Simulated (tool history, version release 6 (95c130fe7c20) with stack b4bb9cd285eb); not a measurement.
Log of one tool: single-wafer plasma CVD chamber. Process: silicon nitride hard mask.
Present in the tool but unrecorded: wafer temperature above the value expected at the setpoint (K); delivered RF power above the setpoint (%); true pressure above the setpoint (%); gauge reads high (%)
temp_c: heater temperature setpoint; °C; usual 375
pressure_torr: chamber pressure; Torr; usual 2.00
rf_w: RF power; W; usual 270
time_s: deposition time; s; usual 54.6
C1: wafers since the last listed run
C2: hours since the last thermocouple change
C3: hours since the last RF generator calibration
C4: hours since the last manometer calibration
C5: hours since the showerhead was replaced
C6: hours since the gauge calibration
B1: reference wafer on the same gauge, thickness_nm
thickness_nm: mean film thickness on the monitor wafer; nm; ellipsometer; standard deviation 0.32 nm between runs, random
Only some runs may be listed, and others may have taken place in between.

run 1 hour=0.0 | temp_c=375 pressure_torr=2.00 rf_w=270 time_s=54.6 | C1=0 C2=1660.4 C3=2129.7 C4=1483.5 C5=4909.8 C6=925.4 | B1=64.320 | thickness_nm=61.191
run 2 hour=48.7 | temp_c=375 pressure_torr=2.00 rf_w=270 time_s=54.6 | C1=837 C2=1709.1 C3=2178.4 C4=1532.2 C5=4958.5 C6=974.1 | B1=64.123 | thickness_nm=61.572
run 3 hour=84.9 | temp_c=375 pressure_torr=2.00 rf_w=270 time_s=54.6 | C1=622 C2=1745.3 C3=2214.6 C4=1568.4 C5=4994.7 C6=1010.3 | B1=64.273 | thickness_nm=61.562
run 4 hour=115.7 | temp_c=384 pressure_torr=1.89 rf_w=270 time_s=54.6 | C1=529 C2=1776.1 C3=2245.4 C4=1599.2 C5=5025.5 C6=1041.1 | B1=64.139 | thickness_nm=60.562
run 5 hour=177.9 | temp_c=375 pressure_torr=2.00 rf_w=270 time_s=54.6 | C1=1069 C2=1838.3 C3=2307.6 C4=1661.4 C5=5087.7 C6=1103.3 | B1=64.164 | thickness_nm=61.023
run 6 hour=235.1 | temp_c=375 pressure_torr=2.00 rf_w=270 time_s=54.6 | C1=983 C2=1895.5 C3=2364.8 C4=1718.6 C5=5144.9 C6=1160.5 | B1=64.268 | thickness_nm=61.531
run 7 hour=275.8 | temp_c=375 pressure_torr=2.00 rf_w=270 time_s=54.6 | C1=699 C2=1936.2 C3=2405.5 C4=1759.3 C5=5185.6 C6=1201.2 | B1=64.184 | thickness_nm=60.822
run 8 hour=300.8 | temp_c=375 pressure_torr=2.00 rf_w=270 time_s=54.6 | C1=429 C2=1961.2 C3=2430.5 C4=1784.3 C5=5210.6 C6=1226.2 | B1=64.130 | thickness_nm=61.595
run 9 hour=360.1 | temp_c=375 pressure_torr=2.00 rf_w=270 time_s=54.6 | C1=1019 C2=2020.5 C3=2489.8 C4=1843.6 C5=5269.9 C6=1285.5 | B1=64.272 | thickness_nm=61.085
-- hour=371.2 capacitance manometer re-zeroed and calibrated
run 10 hour=422.0 | temp_c=383 pressure_torr=1.89 rf_w=270 time_s=54.6 | C1=926 C2=2082.4 C3=2551.7 C4=50.8 C5=5331.8 C6=1347.4 | B1=64.192 | thickness_nm=60.135
run 11 hour=460.8 | temp_c=383 pressure_torr=1.89 rf_w=270 time_s=54.6 | C1=667 C2=2121.2 C3=2590.5 C4=89.6 C5=5370.6 C6=1386.2 | B1=64.208 | thickness_nm=59.759
run 12 hour=528.1 | temp_c=365 pressure_torr=1.67 rf_w=325 time_s=59.8 | C1=1157 C2=2188.5 C3=2657.8 C4=156.9 C5=5437.9 C6=1453.5 | B1=64.167 | thickness_nm=72.630
-- hour=552.7 RF generator calibrated
run 13 hour=574.2 | temp_c=375 pressure_torr=2.42 rf_w=290 time_s=60.2 | C1=655 C2=2234.6 C3=21.5 C4=203.0 C5=5484.0 C6=1499.6 | B1=64.215 | thickness_nm=76.497
run 14 hour=621.0 | temp_c=375 pressure_torr=2.00 rf_w=270 time_s=54.6 | C1=804 C2=2281.4 C3=68.3 C4=249.8 C5=5530.8 C6=1546.4 | B1=64.315 | thickness_nm=64.427
run 15 hour=647.0 | temp_c=375 pressure_torr=2.00 rf_w=300 time_s=54.6 | C1=447 C2=2307.4 C3=94.3 C4=275.8 C5=5556.8 C6=1572.4 | B1=64.242 | thickness_nm=68.434
run 16 hour=672.4 | temp_c=375 pressure_torr=2.42 rf_w=290 time_s=60.2 | C1=436 C2=2332.8 C3=119.7 C4=301.2 C5=5582.2 C6=1597.8 | B1=64.061 | thickness_nm=75.477
-- hour=674.6 gauge calibrated
-- hour=731.9 thermocouple changed; heater temperature recalibrated
run 17 hour=736.4 | temp_c=375 pressure_torr=2.00 rf_w=235 time_s=54.6 | C1=962 C2=4.5 C3=183.7 C4=365.2 C5=5646.2 C6=61.8 | B1=64.159 | thickness_nm=58.546
run 18 hour=761.3 | temp_c=360 pressure_torr=2.30 rf_w=270 time_s=54.6 | C1=428 C2=29.4 C3=208.6 C4=390.1 C5=5671.1 C6=86.7 | B1=64.273 | thickness_nm=65.451
-- hour=821.1 showerhead replaced
run 19 hour=821.6 | temp_c=390 pressure_torr=2.00 rf_w=325 time_s=50.4 | C1=899 C2=89.7 C3=268.9 C4=450.4 C5=0.5 C6=147.0 | B1=64.131 | thickness_nm=65.531
run 20 hour=881.9 | temp_c=375 pressure_torr=2.00 rf_w=270 time_s=54.6 | C1=1036 C2=150.0 C3=329.2 C4=510.7 C5=60.8 C6=207.3 | B1=64.375 | thickness_nm=63.482
run 21 hour=950.9 | temp_c=363 pressure_torr=2.49 rf_w=285 time_s=44.0 | C1=1186 C2=219.0 C3=398.2 C4=579.7 C5=129.8 C6=276.3 | B1=64.280 | thickness_nm=55.031
run 22 hour=976.3 | temp_c=375 pressure_torr=2.42 rf_w=270 time_s=54.6 | C1=436 C2=244.4 C3=423.6 C4=605.1 C5=155.2 C6=301.7 | B1=64.124 | thickness_nm=65.851
run 23 hour=1023.9 | temp_c=375 pressure_torr=2.00 rf_w=255 time_s=54.6 | C1=818 C2=292.0 C3=471.2 C4=652.7 C5=202.8 C6=349.3 | B1=64.213 | thickness_nm=61.262
run 24 hour=1055.0 | temp_c=375 pressure_torr=2.00 rf_w=270 time_s=63.7 | C1=534 C2=323.1 C3=502.3 C4=683.8 C5=233.9 C6=380.4 | B1=64.196 | thickness_nm=74.197
run 25 hour=1092.9 | temp_c=375 pressure_torr=2.00 rf_w=230 time_s=54.6 | C1=651 C2=361.0 C3=540.2 C4=721.7 C5=271.8 C6=418.3 | B1=64.207 | thickness_nm=57.281
run 26 hour=1141.5 | temp_c=375 pressure_torr=1.70 rf_w=300 time_s=54.6 | C1=835 C2=409.6 C3=588.8 C4=770.3 C5=320.4 C6=466.9 | B1=64.331 | thickness_nm=65.983
run 27 hour=1172.2 | temp_c=375 pressure_torr=2.00 rf_w=270 time_s=54.6 | C1=527 C2=440.3 C3=619.5 C4=801.0 C5=351.1 C6=497.6 | B1=64.156 | thickness_nm=63.892
run 28 hour=1223.7 | temp_c=375 pressure_torr=2.00 rf_w=235 time_s=54.6 | C1=885 C2=491.8 C3=671.0 C4=852.5 C5=402.6 C6=549.1 | B1=64.184 | thickness_nm=57.626
run 29 hour=1274.4 | temp_c=375 pressure_torr=2.35 rf_w=280 time_s=54.6 | C1=871 C2=542.5 C3=721.7 C4=903.2 C5=453.3 C6=599.8 | B1=64.341 | thickness_nm=66.131

Alternative continuations, all from the tool just after run 29; predict every row:
run A hour=1274.8 | temp_c=375 pressure_torr=2.00 rf_w=270 time_s=54.6 | C1=6 C2=542.9 C3=722.1 C4=903.6 C5=453.7 C6=600.2 | B1=? | thickness_nm=?
run B hour=1274.8 | temp_c=375 pressure_torr=2.20 rf_w=295 time_s=47.3 | C1=6 C2=542.9 C3=722.1 C4=903.6 C5=453.7 C6=600.2 | B1=? | thickness_nm=?
run C hour=1274.8 | temp_c=389 pressure_torr=2.42 rf_w=315 time_s=58.6 | C1=6 C2=542.9 C3=722.1 C4=903.6 C5=453.7 C6=600.2 | B1=? | thickness_nm=?
run D hour=1274.8 | temp_c=362 pressure_torr=1.75 rf_w=270 time_s=57.9 | C1=6 C2=542.9 C3=722.1 C4=903.6 C5=453.7 C6=600.2 | B1=? | thickness_nm=?

run=A B1=64.184 thickness_nm=63.440
run=B B1=64.184 thickness_nm=59.150
run=C B1=64.184 thickness_nm=77.198
run=D B1=64.184 thickness_nm=65.903
With no hidden state in the tool, these same runs would have given:
run=A thickness_nm=64.611
run=B thickness_nm=60.200
run=C thickness_nm=78.527
run=D thickness_nm=67.120
